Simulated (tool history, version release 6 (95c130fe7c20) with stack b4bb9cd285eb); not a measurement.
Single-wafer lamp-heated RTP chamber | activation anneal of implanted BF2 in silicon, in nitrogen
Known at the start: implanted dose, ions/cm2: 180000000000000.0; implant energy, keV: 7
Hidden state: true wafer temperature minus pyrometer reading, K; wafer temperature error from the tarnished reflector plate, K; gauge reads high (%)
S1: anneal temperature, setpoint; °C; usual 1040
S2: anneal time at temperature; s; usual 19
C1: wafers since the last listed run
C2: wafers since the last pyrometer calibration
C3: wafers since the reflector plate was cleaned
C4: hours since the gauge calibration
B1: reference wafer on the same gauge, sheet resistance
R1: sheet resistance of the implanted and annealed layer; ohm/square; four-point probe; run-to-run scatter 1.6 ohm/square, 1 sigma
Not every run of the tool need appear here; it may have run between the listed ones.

Run 1, day 0: usual settings; C1 0; C2 4637; C3 3877; C4 1477.5; B1 659.19. Result: R1 686.29 ohm/square.
Run 2, day 2.383: usual settings; C1 879; C2 5516; C3 4756; C4 1534.7; B1 658.64. Result: R1 686.79 ohm/square.
Run 3, day 9.117: usual settings; C1 2483; C2 8000; C3 7240; C4 1696.3; B1 659.08. Result: R1 684.93 ohm/square.
At day 9.508: pyrometer window cleaned and pyrometer calibrated.
Run 4, day 11.483: usual settings; C1 750; C2 727; C3 7990; C4 1753.1; B1 659.17. Result: R1 687.9 ohm/square.
Run 5, day 14.921: usual settings but S1 1024 °C, S2 17 s; C1 1267; C2 1995; C3 9258; C4 1835.6; B1 658.86. Result: R1 702.27 ohm/square.
At day 16.454: reflector plate cleaned.
Run 6, day 18.283: usual settings but S1 1024 °C, S2 17 s; C1 1117; C2 3113; C3 675; C4 1916.3; B1 659.19. Result: R1 696.89 ohm/square.
Run 7, day 20.996: usual settings but S1 1024 °C, S2 17 s; C1 1000; C2 4113; C3 1675; C4 1981.4; B1 658.94. Result: R1 700.08 ohm/square.
Run 8, day 22.942: usual settings; C1 717; C2 4831; C3 2393; C4 2028.1; B1 658.98. Result: R1 684.2 ohm/square.
Run 9, day 26: usual settings; C1 1128; C2 5959; C3 3521; C4 2101.5; B1 659.24. Result: R1 683.98 ohm/square.
Run 10, day 29.771: usual settings; C1 1390; C2 7350; C3 4912; C4 2192; B1 658.96. Result: R1 683.7 ohm/square.
At day 32.846: pyrometer window cleaned and pyrometer calibrated.
Run 11, day 32.958: usual settings but S2 27 s; C1 1052; C2 42; C3 5965; C4 2268.5; B1 659.11. Result: R1 668.83 ohm/square.
Run 12, day 34.921: usual settings but S2 27 s; C1 723; C2 765; C3 6689; C4 2315.6; B1 658.96. Result: R1 668.98 ohm/square.
Run 13, day 36.442: usual settings but S1 1016 °C, S2 23 s; C1 560; C2 1326; C3 7250; C4 2352.1; B1 658.92. Result: R1 689.4 ohm/square.
Run 14, day 40.65: usual settings; C1 1552; C2 2879; C3 8802; C4 2453.1; B1 658.77. Result: R1 678.76 ohm/square.
Run 15, day 44.683: usual settings; C1 1487; C2 4367; C3 10290; C4 2549.9; B1 658.78. Result: R1 678.29 ohm/square.
Run 16, day 47.85: usual settings; C1 1168; C2 5535; C3 11458; C4 2625.9; B1 659.31. Result: R1 679.7 ohm/square.
At day 48.346: reflector plate cleaned.
Run 17, day 49.442: usual settings; C1 464; C2 5999; C3 404; C4 2664.1; B1 659.22. Result: R1 678.08 ohm/square.
Run 18, day 52.233: usual settings; C1 1029; C2 7029; C3 1434; C4 2731.1; B1 659.04. Result: R1 678.15 ohm/square.
At day 54.625: pyrometer window cleaned and pyrometer calibrated, repeated, since the last time left the tool worse.
Run 19, day 56.542: usual settings but S1 1064 °C, S2 15 s; C1 1466; C2 706; C3 2900; C4 2834.5; B1 658.88. Result: R1 680.24 ohm/square.
At day 60.521: gauge calibrated.
Run 20, day 60.654: usual settings; C1 1516; C2 2223; C3 4417; C4 3.2; B1 659.05. Result: R1 683.16 ohm/square.
Run 21, day 62.979: usual settings but S1 1063 °C, S2 30 s; C1 857; C2 3081; C3 5275; C4 59; B1 658.99. Result: R1 653.31 ohm/square.
Run 22, day 66.258: usual settings; C1 1209; C2 4290; C3 6484; C4 137.7; B1 658.97. Result: R1 682.77 ohm/square.
Run 23, day 69.033: usual settings but S1 1018 °C, S2 8 s; C1 1023; C2 5314; C3 7508; C4 204.3; B1 658.73. Result: R1 723.87 ohm/square.
Run 24, day 71.083: usual settings but S2 10 s; C1 756; C2 6070; C3 8264; C4 253.5; B1 659.12. Result: R1 705.11 ohm/square.
Run 25, day 74.538: usual settings but S1 1058 °C, S2 24 s; C1 1274; C2 7344; C3 9538; C4 336.4; B1 659.09. Result: R1 664.22 ohm/square.
Run 26, day 78.317: usual settings; C1 1394; C2 8738; C3 10932; C4 427.1; B1 658.95. Result: R1 684.25 ohm/square.
At day 78.688: pyrometer window cleaned and pyrometer calibrated.
At day 80.404: reflector plate cleaned.
Run 27, day 80.679: usual settings; C1 625; C2 611; C3 100; C4 483.8; B1 659.17. Result: R1 683.12 ohm/square.
Run 28, day 83.558: usual settings but S1 1048 °C, S2 28 s; C1 1062; C2 1673; C3 1162; C4 552.9; B1 658.71. Result: R1 669.67 ohm/square.
Run 29, day 86.904: usual settings; C1 1234; C2 2907; C3 2397; C4 633.2; B1 658.79. Result: R1 686.01 ohm/square.
Run 30, day 91.112: usual settings but S1 1019 °C, S2 13 s; C1 1552; C2 4459; C3 3949; C4 734.2; B1 658.91. Result: R1 710.96 ohm/square.
Run 31, day 94.875: usual settings but S1 1023 °C, S2 29 s; C1 1387; C2 5847; C3 5337; C4 824.5; B1 658.94. Result: R1 679.58 ohm/square.
At day 98.512: pyrometer window cleaned and pyrometer calibrated.
Run 32, day 99.629: usual settings but S1 1063 °C, S2 29 s; C1 1630; C2 412; C3 6968; C4 938.6; B1 659.33. Result: R1 655.49 ohm/square.
Run 33, day 102.125: usual settings but S1 1018 °C, S2 12 s; C1 920; C2 1333; C3 7888; C4 998.5; B1 658.97. Result: R1 718.8 ohm/square.
Run 34, day 106.617: usual settings but S1 1055 °C; C1 1656; C2 2989; C3 9545; C4 1106.3; B1 659.16. Result: R1 677.27 ohm/square.
Run 35, day 109.212: usual settings but S1 1069 °C, S2 28 s; C1 957; C2 3947; C3 10503; C4 1168.6; B1 659.06. Result: R1 651.9 ohm/square.

Below are 5 alternative next runs, each starting from the tool's condition after run 35. Predict each:
Run A, day 109.229: usual settings but S1 1029 °C; C1 6; C2 3953; C3 10509; C4 1169; B1 ?. Result: R1 ?.
Run B, day 109.229: usual settings but S1 1064 °C, S2 12 s; C1 6; C2 3953; C3 10509; C4 1169; B1 ?. Result: R1 ?.
Run C, day 109.229: usual settings but S1 1013 °C, S2 29 s; C1 6; C2 3953; C3 10509; C4 1169; B1 ?. Result: R1 ?.
Run D, day 109.229: usual settings but S1 1052 °C, S2 14 s; C1 6; C2 3953; C3 10509; C4 1169; B1 ?. Result: R1 ?.
Run E, day 109.229: usual settings but S1 1062 °C, S2 28 s; C1 6; C2 3953; C3 10509; C4 1169; B1 ?. Result: R1 ?.

run      B1      R1
  A  659.28  694.07
  B  659.28   686.3
  C  659.28   693.2
  D  659.28  687.87
  E  659.28  659.07
What these runs would have given with no unlogged condition in the tool:
run      R1
  A  697.77
  B  688.57
  C   698.1
  D  690.58
  E  662.58
